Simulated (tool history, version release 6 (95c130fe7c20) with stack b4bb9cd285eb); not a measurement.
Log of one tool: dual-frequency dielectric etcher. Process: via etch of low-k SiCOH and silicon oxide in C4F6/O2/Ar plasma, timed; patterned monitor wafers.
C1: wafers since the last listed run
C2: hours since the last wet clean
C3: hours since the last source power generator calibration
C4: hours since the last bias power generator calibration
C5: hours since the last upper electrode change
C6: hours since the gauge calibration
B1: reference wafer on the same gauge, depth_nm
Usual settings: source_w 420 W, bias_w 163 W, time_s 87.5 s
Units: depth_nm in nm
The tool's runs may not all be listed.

{"run": 1, "hour": 0.0, "source_w": 420, "bias_w": 163, "time_s": 87.5, "C1": 0, "C2": 677.8, "C3": 2735.4, "C4": 4399.3, "C5": 269.5, "C6": 2370.8, "B1": 206.7, "depth_nm": 231.1}
{"hour": 45.0, "done": "wet clean of the chamber"}
{"run": 2, "hour": 56.9, "source_w": 420, "bias_w": 163, "time_s": 87.5, "C1": 297, "C2": 11.9, "C3": 2792.3, "C4": 4456.2, "C5": 326.4, "C6": 2427.7, "B1": 206.3, "depth_nm": 239.3}
{"run": 3, "hour": 159.4, "source_w": 420, "bias_w": 163, "time_s": 87.5, "C1": 928, "C2": 114.4, "C3": 2894.8, "C4": 4558.7, "C5": 428.9, "C6": 2530.2, "B1": 206.9, "depth_nm": 240.3}
{"run": 4, "hour": 231.5, "source_w": 420, "bias_w": 163, "time_s": 87.5, "C1": 652, "C2": 186.5, "C3": 2966.9, "C4": 4630.8, "C5": 501, "C6": 2602.3, "B1": 207.3, "depth_nm": 238.4}
{"hour": 264.5, "done": "bias power generator calibrated"}
{"run": 5, "hour": 284.7, "source_w": 420, "bias_w": 163, "time_s": 87.5, "C1": 445, "C2": 239.7, "C3": 3020.1, "C4": 20.2, "C5": 554.2, "C6": 2655.5, "B1": 207.1, "depth_nm": 237.4}
{"run": 6, "hour": 337.4, "source_w": 420, "bias_w": 163, "time_s": 87.5, "C1": 477, "C2": 292.4, "C3": 3072.8, "C4": 72.9, "C5": 606.9, "C6": 2708.2, "B1": 207.1, "depth_nm": 236.9}
{"run": 7, "hour": 392.7, "source_w": 420, "bias_w": 163, "time_s": 87.5, "C1": 500, "C2": 347.7, "C3": 3128.1, "C4": 128.2, "C5": 662.2, "C6": 2763.5, "B1": 207, "depth_nm": 234}
{"run": 8, "hour": 462.1, "source_w": 490, "bias_w": 188, "time_s": 102.5, "C1": 628, "C2": 417.1, "C3": 3197.5, "C4": 197.6, "C5": 731.6, "C6": 2832.9, "B1": 207.3, "depth_nm": 300.9}
{"run": 9, "hour": 510.9, "source_w": 340, "bias_w": 145, "time_s": 87.5, "C1": 441, "C2": 465.9, "C3": 3246.3, "C4": 246.4, "C5": 780.4, "C6": 2881.7, "B1": 207.1, "depth_nm": 211.8}
{"hour": 536.6, "done": "source power generator calibrated"}
{"run": 10, "hour": 613.0, "source_w": 420, "bias_w": 163, "time_s": 87.5, "C1": 888, "C2": 568, "C3": 76.4, "C4": 348.5, "C5": 882.5, "C6": 2983.8, "B1": 206.6, "depth_nm": 232.2}
{"hour": 693.4, "done": "wet clean of the chamber"}
{"run": 11, "hour": 693.9, "source_w": 330, "bias_w": 178, "time_s": 100, "C1": 515, "C2": 0.5, "C3": 157.3, "C4": 429.4, "C5": 963.4, "C6": 3064.7, "B1": 207, "depth_nm": 253.1}
{"run": 12, "hour": 755.2, "source_w": 420, "bias_w": 163, "time_s": 87.5, "C1": 555, "C2": 61.8, "C3": 218.6, "C4": 490.7, "C5": 1024.7, "C6": 3126, "B1": 206.7, "depth_nm": 241.5}
{"run": 13, "hour": 820.0, "source_w": 420, "bias_w": 163, "time_s": 87.5, "C1": 586, "C2": 126.6, "C3": 283.4, "C4": 555.5, "C5": 1089.5, "C6": 3190.8, "B1": 207.1, "depth_nm": 239.4}
{"run": 14, "hour": 918.0, "source_w": 460, "bias_w": 130, "time_s": 87.5, "C1": 887, "C2": 224.6, "C3": 381.4, "C4": 653.5, "C5": 1187.5, "C6": 3288.8, "B1": 207.7, "depth_nm": 234.3}
{"run": 15, "hour": 960.8, "source_w": 420, "bias_w": 187, "time_s": 71.5, "C1": 387, "C2": 267.4, "C3": 424.2, "C4": 696.3, "C5": 1230.3, "C6": 3331.6, "B1": 206.4, "depth_nm": 199.9}
{"run": 16, "hour": 1062.1, "source_w": 420, "bias_w": 193, "time_s": 97, "C1": 917, "C2": 368.7, "C3": 525.5, "C4": 797.6, "C5": 1331.6, "C6": 3432.9, "B1": 206.9, "depth_nm": 268.7}
{"run": 17, "hour": 1152.6, "source_w": 420, "bias_w": 163, "time_s": 71.5, "C1": 819, "C2": 459.2, "C3": 616, "C4": 888.1, "C5": 1422.1, "C6": 3523.4, "B1": 206.8, "depth_nm": 187.5}
{"hour": 1152.8, "done": "gauge calibrated"}
{"run": 18, "hour": 1189.5, "source_w": 320, "bias_w": 189, "time_s": 99.5, "C1": 334, "C2": 496.1, "C3": 652.9, "C4": 925, "C5": 1459, "C6": 36.7, "B1": 207.3, "depth_nm": 247}
{"run": 19, "hour": 1239.5, "source_w": 370, "bias_w": 163, "time_s": 105.5, "C1": 452, "C2": 546.1, "C3": 702.9, "C4": 975, "C5": 1509, "C6": 86.7, "B1": 207.6, "depth_nm": 267.6}
{"run": 20, "hour": 1310.0, "source_w": 340, "bias_w": 149, "time_s": 87.5, "C1": 638, "C2": 616.6, "C3": 773.4, "C4": 1045.5, "C5": 1579.5, "C6": 157.2, "B1": 206.8, "depth_nm": 207.5}
{"run": 21, "hour": 1369.7, "source_w": 330, "bias_w": 163, "time_s": 87.5, "C1": 540, "C2": 676.3, "C3": 833.1, "C4": 1105.2, "C5": 1639.2, "C6": 216.9, "B1": 207.2, "depth_nm": 211.1}
{"hour": 1430.0, "done": "wet clean of the chamber"}
{"run": 22, "hour": 1430.5, "source_w": 340, "bias_w": 128, "time_s": 97, "C1": 333, "C2": 0.5, "C3": 893.9, "C4": 1166, "C5": 1700, "C6": 277.7, "B1": 206.6, "depth_nm": 236.3}
{"run": 23, "hour": 1453.5, "source_w": 420, "bias_w": 163, "time_s": 87.5, "C1": 208, "C2": 23.5, "C3": 916.9, "C4": 1189, "C5": 1723, "C6": 300.7, "B1": 206.8, "depth_nm": 243.5}
{"run": 24, "hour": 1500.1, "source_w": 370, "bias_w": 163, "time_s": 106, "C1": 421, "C2": 70.1, "C3": 963.5, "C4": 1235.6, "C5": 1769.6, "C6": 347.3, "B1": 207.3, "depth_nm": 279.9}
{"run": 25, "hour": 1585.1, "source_w": 350, "bias_w": 163, "time_s": 62, "C1": 769, "C2": 155.1, "C3": 1048.5, "C4": 1320.6, "C5": 1854.6, "C6": 432.3, "B1": 207.2, "depth_nm": 160.6}
{"run": 26, "hour": 1685.6, "source_w": 500, "bias_w": 163, "time_s": 87.5, "C1": 910, "C2": 255.6, "C3": 1149, "C4": 1421.1, "C5": 1955.1, "C6": 532.8, "B1": 207.9, "depth_nm": 255.3}
{"run": 27, "hour": 1731.1, "source_w": 340, "bias_w": 149, "time_s": 87.5, "C1": 411, "C2": 301.1, "C3": 1194.5, "C4": 1466.6, "C5": 2000.6, "C6": 578.3, "B1": 206.7, "depth_nm": 216.5}
{"run": 28, "hour": 1918.2, "source_w": 380, "bias_w": 163, "time_s": 102, "C1": 1694, "C2": 488.2, "C3": 1381.6, "C4": 1653.7, "C5": 2187.7, "C6": 765.4, "B1": 206.8, "depth_nm": 267.3}

Forecast each of these 5 alternatives for the next run:
{"run": "A", "hour": 1918.6, "source_w": 420, "bias_w": 163, "time_s": 87.5, "C1": 3, "C2": 488.6, "C3": 1382, "C4": 1654.1, "C5": 2188.1, "C6": 765.8, "B1": "?", "depth_nm": "?"}
{"run": "B", "hour": 1918.6, "source_w": 390, "bias_w": 132, "time_s": 100.5, "C1": 3, "C2": 488.6, "C3": 1382, "C4": 1654.1, "C5": 2188.1, "C6": 765.8, "B1": "?", "depth_nm": "?"}
{"run": "C", "hour": 1918.6, "source_w": 350, "bias_w": 153, "time_s": 87.5, "C1": 3, "C2": 488.6, "C3": 1382, "C4": 1654.1, "C5": 2188.1, "C6": 765.8, "B1": "?", "depth_nm": "?"}
{"run": "D", "hour": 1918.6, "source_w": 350, "bias_w": 163, "time_s": 105.5, "C1": 3, "C2": 488.6, "C3": 1382, "C4": 1654.1, "C5": 2188.1, "C6": 765.8, "B1": "?", "depth_nm": "?"}
{"run": "E", "hour": 1918.6, "source_w": 510, "bias_w": 163, "time_s": 87.5, "C1": 3, "C2": 488.6, "C3": 1382, "C4": 1654.1, "C5": 2188.1, "C6": 765.8, "B1": "?", "depth_nm": "?"}

run=A B1=207.2 depth_nm=235
run=B B1=207.2 depth_nm=250.8
run=C B1=207.2 depth_nm=216.7
run=D B1=207.2 depth_nm=265
run=E B1=207.2 depth_nm=252.5
Without the tool's hidden state the same runs would have given:
run=A depth_nm=241.3
run=B depth_nm=257.6
run=C depth_nm=222.5
run=D depth_nm=272.1
run=E depth_nm=259.3
